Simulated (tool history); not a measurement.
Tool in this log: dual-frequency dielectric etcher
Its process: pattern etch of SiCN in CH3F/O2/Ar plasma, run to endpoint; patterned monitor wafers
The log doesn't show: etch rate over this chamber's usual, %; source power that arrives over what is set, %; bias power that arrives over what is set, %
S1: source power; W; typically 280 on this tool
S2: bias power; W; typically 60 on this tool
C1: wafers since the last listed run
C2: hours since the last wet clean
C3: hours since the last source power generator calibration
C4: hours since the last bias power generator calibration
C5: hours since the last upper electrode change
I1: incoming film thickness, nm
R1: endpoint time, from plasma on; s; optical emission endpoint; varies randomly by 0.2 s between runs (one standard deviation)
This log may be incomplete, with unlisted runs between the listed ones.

run     day   S1  S2   C1     C2      C3      C4      C5     I1    R1
  1   0.000  280  60    0  104.1  3841.8  1677.5  4674.4  13.16  42.8
  2   2.842  280  60  748  172.3  3910.0  1745.7  4742.6  13.29  43.4
  3   3.875  280  60  272  197.1  3934.8  1770.5  4767.4  13.34  43.6
  4   5.525  280  60  434  236.7  3974.4  1810.1  4807.0  13.29  43.4
  5   6.633  280  60  291  263.3  4001.0  1836.7  4833.6  13.30  43.4
  6   7.738  280  60  290  289.8  4027.5  1863.2  4860.1  13.27  43.1
  7  10.212  280  60  651  349.2  4086.9  1922.6  4919.5  13.33  43.5
  8  11.488  280  54  335  379.8  4117.5  1953.2  4950.1  13.22  44.6
  9  12.779  280  54  340  410.8  4148.5  1984.2  4981.1  13.29  44.7
     13.808  -- wet clean of the chamber
 10  14.958  280  54  310   27.6  4200.8  2036.5  5033.4  13.21  44.3
 11  16.454  280  60  394   63.5  4236.7  2072.4  5069.3  13.27  43.3
 12  18.712  280  60  594  117.7  4290.9  2126.6  5123.5  13.37  43.7
 13  19.821  280  60  291  144.3  4317.5  2153.2  5150.1  13.21  43.0
     20.283  -- source power generator calibrated
 14  22.421  250  51  640  206.7    51.3  2215.6  5212.5  13.35  48.1
 15  23.925  280  55  396  242.8    87.4  2251.7  5248.6  13.34  44.7
 16  26.246  320  60  611  298.5   143.1  2307.4  5304.3  13.50  41.6
     28.546  -- upper electrode replaced
     29.304  -- bias power generator calibrated
     29.642  -- wet clean of the chamber
 17  29.662  260  70  504    0.5   225.1     8.6    26.8  13.31  42.3
 18  31.729  280  60  544   50.1   274.7    58.2    76.4  13.21  43.2
 19  32.742  230  48  266   74.4   299.0    82.5   100.7  13.43  50.8
 20  33.754  280  60  266   98.7   323.3   106.8   125.0  13.31  43.4
 21  35.054  280  60  342  129.9   354.5   138.0   156.2  13.22  42.8
 22  36.825  250  64  466  172.4   397.0   180.5   198.7  13.31  44.4
 23  38.575  330  48  460  214.4   439.0   222.5   240.7  13.37  43.6
 24  40.600  340  49  533  263.0   487.6   271.1   289.3  13.37  43.0
 25  41.962  280  60  358  295.7   520.3   303.8   322.0  13.30  43.3
 26  43.604  280  60  432  335.1   559.7   343.2   361.4  13.30  43.4

What if the next run were any one of these 3? Each begins from the tool's condition after run 26:
  A  43.621  280  60   4  335.5  560.1  343.6  361.8  13.36   ?
  B  43.621  340  65   4  335.5  560.1  343.6  361.8  13.36   ?
  C  43.621  230  50   4  335.5  560.1  343.6  361.8  13.36   ?

run    R1
  A  43.5
  B  39.1
  C  50.0
The same runs, with their run-to-run variation unchanged, on a tool lacking any hidden condition would have given:
run    R1
  A  43.5
  B  39.1
  C  50.0

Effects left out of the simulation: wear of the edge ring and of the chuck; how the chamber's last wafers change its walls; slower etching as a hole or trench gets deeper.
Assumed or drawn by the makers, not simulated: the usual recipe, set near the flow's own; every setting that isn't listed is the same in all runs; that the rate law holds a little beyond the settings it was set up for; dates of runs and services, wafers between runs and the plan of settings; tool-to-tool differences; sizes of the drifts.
